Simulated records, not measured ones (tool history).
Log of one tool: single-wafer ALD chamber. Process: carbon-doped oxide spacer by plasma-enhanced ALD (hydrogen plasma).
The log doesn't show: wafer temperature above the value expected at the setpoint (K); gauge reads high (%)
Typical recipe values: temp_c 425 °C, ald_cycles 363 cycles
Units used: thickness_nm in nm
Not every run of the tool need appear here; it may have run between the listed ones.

run    hour  temp_c  ald_cycles  wafers since the last listed run  hours since the last thermocouple change  hours since the gauge calibration  read-back reference wafer on the same gauge, thickness_nm  thickness_nm
  1       0     425         363                                 0                                    1023.1                              871.2                                                     17.408        16.279
  2    44.3     435         363                                61                                    1067.4                              915.5                                                     17.386          15.8
       80.1  -- thermocouple changed; heater temperature recalibrated
  3    82.8     425         363                                42                                       2.7                                954                                                     17.392        16.581
  4   135.3     425         363                                73                                      55.2                             1006.5                                                     17.418        16.584
  5   205.6     425         363                                97                                     125.5                             1076.8                                                     17.399        16.507
      235.2  -- gauge calibrated
  6     241     425         363                                49                                     160.9                                5.8                                                     17.387        16.646
  7     265     425         363                                33                                     184.9                               29.8                                                     17.399        16.636
  8   315.8     425         363                                70                                     235.7                               80.6                                                     17.395        16.621
  9   371.6     425         363                                77                                     291.5                              136.4                                                     17.397        16.537
 10   442.7     425         328                                98                                     362.6                              207.5                                                     17.424        14.963
 11   473.7     425         328                                43                                     393.6                              238.5                                                     17.401        14.907
 12   543.5     425         328                                97                                     463.4                              308.3                                                      17.39        14.938
 13   573.3     425         363                                41                                     493.2                              338.1                                                     17.396        16.443
 14   609.9     425         363                                50                                     529.8                              374.7                                                     17.395        16.549
 15   675.5     425         363                                91                                     595.4                              440.3                                                     17.393        16.381
 16   700.5     425         363                                34                                     620.4                              465.3                                                     17.405        16.558
 17   725.5     425         363                                34                                     645.4                              490.3                                                     17.405        16.509
 18   792.5     425         394                                93                                     712.4                              557.3                                                      17.41        17.907
 19   837.1     425         363                                62                                       757                              601.9                                                     17.392        16.364
 20   868.7     425         363                                43                                     788.6                              633.5                                                     17.408        16.385
 21   910.2     425         363                                57                                     830.1                                675                                                     17.378        16.463
 22     935     425         363                                34                                     854.9                              699.8                                                     17.396        16.305
 23   963.3     413         421                                39                                     883.2                              728.1                                                     17.398        19.825
 24  1033.3     425         363                                97                                     953.2                              798.1                                                     17.418        16.289
 25    1069     425         363                                49                                     988.9                              833.8                                                     17.402        16.376
 26  1096.9     417         336                                38                                    1016.8                              861.7                                                     17.396         15.46
 27  1153.9     430         342                                79                                    1073.8                              918.7                                                     17.412        15.136
 28  1209.4     420         363                                77                                    1129.3                              974.2                                                     17.384        16.574
 29  1270.1     431         428                                84                                      1190                             1034.9                                                     17.392         18.83
 30  1315.3     417         297                                62                                    1235.2                             1080.1                                                     17.424        13.615
     1346.1  -- thermocouple changed; heater temperature recalibrated
 31    1369     420         321                                63                                      22.9                             1133.8                                                     17.417        14.818
 32  1415.2     425         394                                64                                      69.1                               1180                                                      17.39        17.972
 33  1447.7     435         338                                45                                     101.6                             1212.5                                                     17.404        14.884
 34  1498.2     425         363                                70                                     152.1                               1263                                                     17.392        16.552
 35  1527.5     425         363                                40                                     181.4                             1292.3                                                     17.392        16.455
     1577.6  -- gauge calibrated
 36  1592.3     425         428                                90                                     246.2                               14.7                                                     17.403        19.509
 37  1621.8     425         363                                41                                     275.7                               44.2                                                     17.403        16.557
 38  1687.9     416         296                                91                                     341.8                              110.3                                                     17.395        13.833
 39  1794.8     425         363                               148                                     448.7                              217.2                                                     17.422         16.41
 40  1821.3     429         414                                36                                     475.2                              243.7                                                     17.414        18.758
 41  1851.1     417         409                                41                                       505                              273.5                                                     17.392        18.995
 42  1891.5     416         363                                56                                     545.4                              313.9                                                     17.386        16.916
 43    1944     425         383                                73                                     597.9                              366.4                                                      17.39        17.418
 44  1979.2     438         363                                48                                     633.1                              401.6                                                     17.399        15.906
 45  2020.7     425         310                                57                                     674.6                              443.1                                                     17.419        14.062

Run-by-run hidden state of the tool:
gauge reads high (%): 0, the same for each run
H1: wafer temperature above the value expected at the setpoint (K)
run       H1
  1     3.67
  2     4.03
  3  -0.0301
  4  -0.0185
  5   0.0299
  6   0.0686
  7      0.1
  8    0.182
  9    0.294
 10    0.472
 11    0.561
 12    0.789
 13    0.898
 14     1.04
 15     1.32
 16     1.44
 17     1.56
 18     1.91
 19     2.16
 20     2.34
 21      2.6
 22     2.76
 23     2.95
 24     3.44
 25      3.7
 26     3.92
 27     4.37
 28     4.84
 29     5.37
 30     5.79
 31    0.101
 32    0.117
 33    0.138
 34    0.187
 35    0.224
 36     0.33
 37    0.389
 38    0.544
 39    0.867
 40     0.96
 41     1.07
 42     1.23
 43     1.46
 44     1.63
 45     1.84
